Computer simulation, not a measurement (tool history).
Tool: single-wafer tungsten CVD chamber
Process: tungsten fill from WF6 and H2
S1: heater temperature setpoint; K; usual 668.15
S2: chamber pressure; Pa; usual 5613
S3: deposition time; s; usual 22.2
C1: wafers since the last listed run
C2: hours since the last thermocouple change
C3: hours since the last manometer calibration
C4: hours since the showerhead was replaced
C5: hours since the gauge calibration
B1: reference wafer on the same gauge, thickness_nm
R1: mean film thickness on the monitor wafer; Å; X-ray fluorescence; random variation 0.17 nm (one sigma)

| run | day | S1 | S2 | S3 | C1 | C2 | C3 | C4 | C5 | B1 | R1 |
|---|---|---|---|---|---|---|---|---|---|---|---|
| 1 | 0 | 668.15 | 5613 | 22.2 | 0 | 2015 | 1507.3 | 3331.4 | 2.1 | 68.592 | 583.73 |
| 2 | 0.304 | 668.15 | 5613 | 22.2 | 118 | 2022.3 | 1514.6 | 3338.7 | 9.4 | 68.635 | 586.15 |
| 3 | 0.725 | 668.15 | 5613 | 22.2 | 163 | 2032.4 | 1524.7 | 3348.8 | 19.5 | 68.611 | 584.21 |
| 4 | 1.054 | 668.15 | 5613 | 22.2 | 127 | 2040.3 | 1532.6 | 3356.7 | 27.4 | 68.603 | 586.78 |
| 5 | 1.533 | 668.15 | 5613 | 22.2 | 185 | 2051.8 | 1544.1 | 3368.2 | 38.9 | 68.571 | 584.18 |
| 6 | 1.854 | 668.15 | 5613 | 22.2 | 124 | 2059.5 | 1551.8 | 3375.9 | 46.6 | 68.621 | 582.49 |
| 7 | 2.458 | 668.15 | 5613 | 22.2 | 234 | 2074 | 1566.3 | 3390.4 | 61.1 | 68.552 | 582.22 |
| 8 | 2.712 | 668.15 | 5613 | 22.2 | 98 | 2080.1 | 1572.4 | 3396.5 | 67.2 | 68.54 | 582.8 |
| 9 | 3.275 | 672.15 | 5613 | 22.2 | 218 | 2093.6 | 1585.9 | 3410 | 80.7 | 68.635 | 618.53 |
| 10 | 3.65 | 672.15 | 5613 | 22.2 | 145 | 2102.6 | 1594.9 | 3419 | 89.7 | 68.625 | 619.16 |
| 11 | 4.392 | 656.15 | 5613 | 22.2 | 287 | 2120.4 | 1612.7 | 3436.8 | 107.5 | 68.611 | 472.28 |
| 12 | 4.988 | 656.15 | 5613 | 22.2 | 231 | 2134.7 | 1627 | 3451.1 | 121.8 | 68.623 | 467.37 |
|  | 5.583 | showerhead replaced |
| 13 | 5.604 | 668.15 | 5613 | 22.2 | 109 | 2149.5 | 1641.8 | 0.5 | 136.6 | 68.597 | 577.28 |
| 14 | 6.208 | 668.15 | 5613 | 22.2 | 234 | 2164 | 1656.3 | 15 | 151.1 | 68.56 | 575.73 |
| 15 | 7.812 | 672.15 | 5613 | 22.2 | 622 | 2202.5 | 1694.8 | 53.5 | 189.6 | 68.612 | 614.01 |
| 16 | 8.212 | 660.15 | 5613 | 20.3 | 155 | 2212.1 | 1704.4 | 63.1 | 199.2 | 68.624 | 456.37 |
| 17 | 8.75 | 668.15 | 4320 | 22.2 | 208 | 2225 | 1717.3 | 76 | 212.1 | 68.63 | 460.87 |
| 18 | 9.388 | 668.15 | 5613 | 25.7 | 247 | 2240.3 | 1732.6 | 91.3 | 227.4 | 68.516 | 661.75 |
|  | 9.871 | gauge calibrated |
| 19 | 10.038 | 655.15 | 5026 | 23.8 | 252 | 2255.9 | 1748.2 | 106.9 | 4 | 68.617 | 444.3 |
|  | 10.754 | capacitance manometer re-zeroed and calibrated |
| 20 | 10.775 | 668.15 | 5613 | 19.6 | 156 | 2273.6 | 0.5 | 124.6 | 21.7 | 68.574 | 529.76 |
|  | 11.138 | thermocouple changed; heater temperature recalibrated |
| 21 | 11.158 | 668.15 | 5613 | 20.7 | 19 | 0.5 | 9.7 | 133.8 | 30.9 | 68.664 | 642.12 |
| 22 | 11.55 | 668.15 | 5973 | 26 | 151 | 9.9 | 19.1 | 143.2 | 40.3 | 68.585 | 841.26 |
| 23 | 11.925 | 668.15 | 5613 | 22.2 | 145 | 18.9 | 28.1 | 152.2 | 49.3 | 68.623 | 688.67 |
| 24 | 12.471 | 656.15 | 5053 | 23.5 | 211 | 32 | 41.2 | 165.3 | 62.4 | 68.611 | 546.48 |
| 25 | 12.904 | 658.15 | 5213 | 20.3 | 168 | 42.4 | 51.6 | 175.7 | 72.8 | 68.534 | 499.5 |
| 26 | 13.262 | 668.15 | 5013 | 19.3 | 139 | 51 | 60.2 | 184.3 | 81.4 | 68.693 | 543.14 |
| 27 | 13.729 | 674.15 | 5613 | 25.9 | 181 | 62.2 | 71.4 | 195.5 | 92.6 | 68.63 | 879.64 |
| 28 | 14.304 | 668.15 | 5613 | 22.2 | 223 | 76 | 85.2 | 209.3 | 106.4 | 68.558 | 685.03 |

4 ways to go on from here, each from the tool as it stands after run 28. What would each give?
| A | 14.321 | 668.15 | 5613 | 22.2 | 6 | 76.4 | 85.6 | 209.7 | 106.8 | ? | ? |
| B | 14.321 | 668.15 | 5040 | 22.2 | 6 | 76.4 | 85.6 | 209.7 | 106.8 | ? | ? |
| C | 14.321 | 681.15 | 4813 | 19.3 | 6 | 76.4 | 85.6 | 209.7 | 106.8 | ? | ? |
| D | 14.321 | 654.15 | 4280 | 22.2 | 6 | 76.4 | 85.6 | 209.7 | 106.8 | ? | ? |

| run | B1 | R1 |
|---|---|---|
| A | 68.534 | 684.51 |
| B | 68.534 | 629.13 |
| C | 68.534 | 646.63 |
| D | 68.534 | 428.83 |
Without the tool's hidden state the same runs would have given:
| run | R1 |
|---|---|
| A | 680.71 |
| B | 625.72 |
| C | 643.66 |
| D | 426.22 |

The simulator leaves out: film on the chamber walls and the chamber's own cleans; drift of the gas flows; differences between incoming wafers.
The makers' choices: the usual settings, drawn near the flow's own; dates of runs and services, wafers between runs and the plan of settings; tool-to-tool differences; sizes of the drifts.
